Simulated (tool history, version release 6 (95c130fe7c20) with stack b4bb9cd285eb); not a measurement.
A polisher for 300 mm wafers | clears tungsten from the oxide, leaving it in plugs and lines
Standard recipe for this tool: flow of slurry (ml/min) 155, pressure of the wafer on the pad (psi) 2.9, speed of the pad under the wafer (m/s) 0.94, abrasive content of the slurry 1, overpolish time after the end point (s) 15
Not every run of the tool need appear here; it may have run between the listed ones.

| run | hour | flow of slurry (ml/min) | pressure of the wafer on the pad (psi) | speed of the pad under the wafer (m/s) | abrasive content of the slurry | overpolish time after the end point (s) | incoming thickness of the incoming film, nm | time until the end point was called (s) |
|---|---|---|---|---|---|---|---|---|
| 1 | 0 | 190 | 2.9 | 0.94 | 1 | 15 | 540.3 | 129.5 |
| 2 | 16.4 | 190 | 2.9 | 0.94 | 1 | 15 | 542.3 | 136.8 |
| 3 | 48.9 | 190 | 2.9 | 0.94 | 1 | 15 | 538 | 138.2 |
|  | 71.5 | worn pad replaced by a new one |
| 4 | 72 | 155 | 3.3 | 0.94 | 1 | 15 | 532.4 | 125.4 |
|  | 83.2 | slurry blender recalibrated |
| 5 | 85.4 | 155 | 3.3 | 0.94 | 1 | 15 | 538.6 | 116.9 |
|  | 100.3 | slurry tank refilled with fresh slurry and peroxide |
| 6 | 112.3 | 155 | 2.9 | 1.2 | 1 | 15 | 540.4 | 104 |
| 7 | 132 | 155 | 2.9 | 1.2 | 1 | 15 | 533 | 108.2 |
|  | 141.3 | slurry nozzle cleaned |
|  | 167.9 | worn pad replaced by a new one |
| 8 | 168.5 | 170 | 2.9 | 0.94 | 1 | 15 | 540.5 | 132.2 |
| 9 | 198.8 | 155 | 2.4 | 1.26 | 1.25 | 15 | 537.4 | 118.2 |
|  | 207.5 | slurry blender recalibrated |
|  | 263.6 | worn pad replaced by a new one |
|  | 281.1 | slurry tank refilled with fresh slurry and peroxide |
| 10 | 293.1 | 110 | 2.5 | 0.94 | 1 | 15 | 544.2 | 166.6 |
| 11 | 315.4 | 170 | 3.2 | 0.94 | 1 | 20 | 529.9 | 129.1 |
|  | 329.9 | slurry blender recalibrated |
| 12 | 337.8 | 155 | 2.3 | 0.8 | 1 | 15 | 543.3 | 196.7 |
|  | 345.9 | head pressure recalibrated |
|  | 346.4 | worn pad replaced by a new one |
| 13 | 352.3 | 155 | 3.9 | 0.94 | 1 | 15 | 530.8 | 100 |
| 14 | 369.9 | 155 | 2.9 | 0.94 | 1 | 15 | 546.4 | 139.8 |
| 15 | 385.1 | 155 | 2.9 | 0.94 | 1 | 19 | 547 | 139.1 |
| 16 | 401.9 | 155 | 2.9 | 0.94 | 1 | 15 | 535.5 | 133.5 |
|  | 422.4 | worn pad replaced by a new one |
| 17 | 432.9 | 190 | 2.9 | 0.94 | 1 | 15 | 534.9 | 139.8 |

Branching from run 17: 3 alternative next runs. What would each branch give?
| A | 433.4 | 210 | 2.9 | 0.94 | 1 | 15 | 535.2 | ? |
| B | 433.4 | 140 | 2.2 | 0.94 | 0.8 | 18 | 535.2 | ? |
| C | 433.4 | 155 | 2.9 | 0.66 | 0.75 | 15 | 535.2 | ? |

| run | time until the end point was called (s) |
|---|---|
| A | 131.5 |
| B | 183.2 |
| C | 207.4 |
The same runs, with their run-to-run variation unchanged, on a tool lacking any hidden condition would have given:
| run | time until the end point was called (s) |
|---|---|
| A | 122.3 |
| B | 170.7 |
| C | 193.4 |

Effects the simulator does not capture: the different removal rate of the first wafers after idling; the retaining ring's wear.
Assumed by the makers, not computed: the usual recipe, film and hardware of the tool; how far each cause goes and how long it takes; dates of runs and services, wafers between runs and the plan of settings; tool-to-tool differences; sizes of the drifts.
